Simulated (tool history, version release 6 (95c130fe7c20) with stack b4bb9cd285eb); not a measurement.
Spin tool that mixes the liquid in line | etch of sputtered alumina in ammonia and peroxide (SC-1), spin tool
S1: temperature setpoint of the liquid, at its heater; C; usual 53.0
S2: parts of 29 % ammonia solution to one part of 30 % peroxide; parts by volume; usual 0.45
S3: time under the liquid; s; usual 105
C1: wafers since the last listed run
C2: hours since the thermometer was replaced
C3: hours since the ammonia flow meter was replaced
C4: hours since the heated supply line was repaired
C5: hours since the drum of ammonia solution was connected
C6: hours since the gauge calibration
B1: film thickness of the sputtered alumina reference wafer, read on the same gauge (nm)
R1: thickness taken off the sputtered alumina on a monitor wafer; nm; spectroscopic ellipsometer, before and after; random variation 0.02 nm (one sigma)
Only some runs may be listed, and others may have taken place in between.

| run | hour | S1 | S2 | S3 | C1 | C2 | C3 | C4 | C5 | C6 | B1 | R1 |
|---|---|---|---|---|---|---|---|---|---|---|---|---|
| 1 | 0.0 | 53.0 | 0.45 | 130 | 0 | 1990.6 | 1102.8 | 386.4 | 8.0 | 1608.9 | 49.998 | 5.662 |
| 2 | 39.0 | 53.0 | 0.45 | 105 | 435 | 2029.6 | 1141.8 | 425.4 | 47.0 | 1647.9 | 50.012 | 4.571 |
| 3 | 108.7 | 53.0 | 0.45 | 105 | 778 | 2099.3 | 1211.5 | 495.1 | 116.7 | 1717.6 | 50.024 | 4.546 |
| 4 | 180.6 | 53.0 | 0.45 | 105 | 803 | 2171.2 | 1283.4 | 567.0 | 188.6 | 1789.5 | 50.035 | 4.534 |
|  | 184.0 | gauge calibrated |
|  | 213.6 | thermometer replaced |
| 5 | 227.4 | 53.0 | 0.45 | 105 | 511 | 13.8 | 1330.2 | 613.8 | 235.4 | 43.4 | 49.989 | 4.386 |
| 6 | 260.5 | 53.0 | 0.45 | 105 | 369 | 46.9 | 1363.3 | 646.9 | 268.5 | 76.5 | 50.023 | 4.396 |
|  | 279.5 | new drum of ammonia solution connected |
| 7 | 310.3 | 53.0 | 0.45 | 105 | 545 | 96.7 | 1413.1 | 696.7 | 30.8 | 126.3 | 49.997 | 4.386 |
| 8 | 361.8 | 53.0 | 0.45 | 90 | 575 | 148.2 | 1464.6 | 748.2 | 82.3 | 177.8 | 50.051 | 3.761 |
| 9 | 414.7 | 53.0 | 0.45 | 105 | 591 | 201.1 | 1517.5 | 801.1 | 135.2 | 230.7 | 50.009 | 4.426 |
| 10 | 444.7 | 49.0 | 0.30 | 160 | 335 | 231.1 | 1547.5 | 831.1 | 165.2 | 260.7 | 50.006 | 5.180 |
| 11 | 499.8 | 47.5 | 0.60 | 105 | 615 | 286.2 | 1602.6 | 886.2 | 220.3 | 315.8 | 50.012 | 3.358 |
| 12 | 529.6 | 53.0 | 0.55 | 105 | 333 | 316.0 | 1632.4 | 916.0 | 250.1 | 345.6 | 50.022 | 4.497 |
|  | 586.1 | new drum of ammonia solution connected |
|  | 595.8 | heated supply line repaired |
| 13 | 599.1 | 60.0 | 0.45 | 60 | 754 | 385.5 | 1701.9 | 3.3 | 13.0 | 415.1 | 50.001 | 3.660 |
| 14 | 656.2 | 48.5 | 0.40 | 45 | 638 | 442.6 | 1759.0 | 60.4 | 70.1 | 472.2 | 49.984 | 1.474 |
| 15 | 695.2 | 61.5 | 0.50 | 105 | 435 | 481.6 | 1798.0 | 99.4 | 109.1 | 511.2 | 49.999 | 6.996 |
| 16 | 730.9 | 49.5 | 0.45 | 105 | 398 | 517.3 | 1833.7 | 135.1 | 144.8 | 546.9 | 49.982 | 3.690 |
|  | 777.2 | ammonia flow meter replaced |
| 17 | 798.4 | 53.0 | 0.45 | 105 | 743 | 584.8 | 21.2 | 202.6 | 212.3 | 614.4 | 50.008 | 4.432 |
| 18 | 868.0 | 53.0 | 0.45 | 105 | 777 | 654.4 | 90.8 | 272.2 | 281.9 | 684.0 | 50.015 | 4.453 |
| 19 | 923.6 | 53.0 | 0.45 | 135 | 621 | 710.0 | 146.4 | 327.8 | 337.5 | 739.6 | 50.009 | 5.728 |
|  | 958.2 | new drum of ammonia solution connected |
| 20 | 978.6 | 62.0 | 0.50 | 55 | 603 | 765.0 | 201.4 | 382.8 | 20.4 | 794.6 | 49.965 | 3.784 |
| 21 | 1034.6 | 60.5 | 0.45 | 80 | 625 | 821.0 | 257.4 | 438.8 | 76.4 | 850.6 | 49.976 | 4.985 |
| 22 | 1091.7 | 50.0 | 0.45 | 50 | 638 | 878.1 | 314.5 | 495.9 | 133.5 | 907.7 | 49.960 | 1.809 |
| 23 | 1135.8 | 53.0 | 0.45 | 105 | 492 | 922.2 | 358.6 | 540.0 | 177.6 | 951.8 | 50.013 | 4.466 |
| 24 | 1184.3 | 58.5 | 0.60 | 40 | 542 | 970.7 | 407.1 | 588.5 | 226.1 | 1000.3 | 50.022 | 2.328 |
| 25 | 1230.6 | 57.5 | 0.45 | 60 | 517 | 1017.0 | 453.4 | 634.8 | 272.4 | 1046.6 | 50.008 | 3.234 |

For some of the steps in R1 from one run to the next: how much would appear even if the tool had no hidden state, given the settings, what came in and random variation, and how much remains for the hidden state plus any gauge scatter that the measured result and the result without hidden state don't share?
The tool's hidden condition here consists of: liquid hotter than its thermometer reads (K); ammonia flow below the setpoint (%); temperature lost on the way to the wafer (K); ammonia solution weaker than its label (%); gauge reads high (%).
Run 4 -> 5: gauge calibrated, thermometer replaced. R1 -0.148 nm: hidden state -0.160, all else +0.012.
Run 14 -> 15: S1 48.5 -> 61.5, S2 0.40 -> 0.50, S3 45 -> 105. R1 +5.522 nm: hidden state +0.043, all else +5.479.
Run 15 -> 16: S1 61.5 -> 49.5, S2 0.50 -> 0.45. R1 -3.306 nm: hidden state -0.020, all else -3.286.
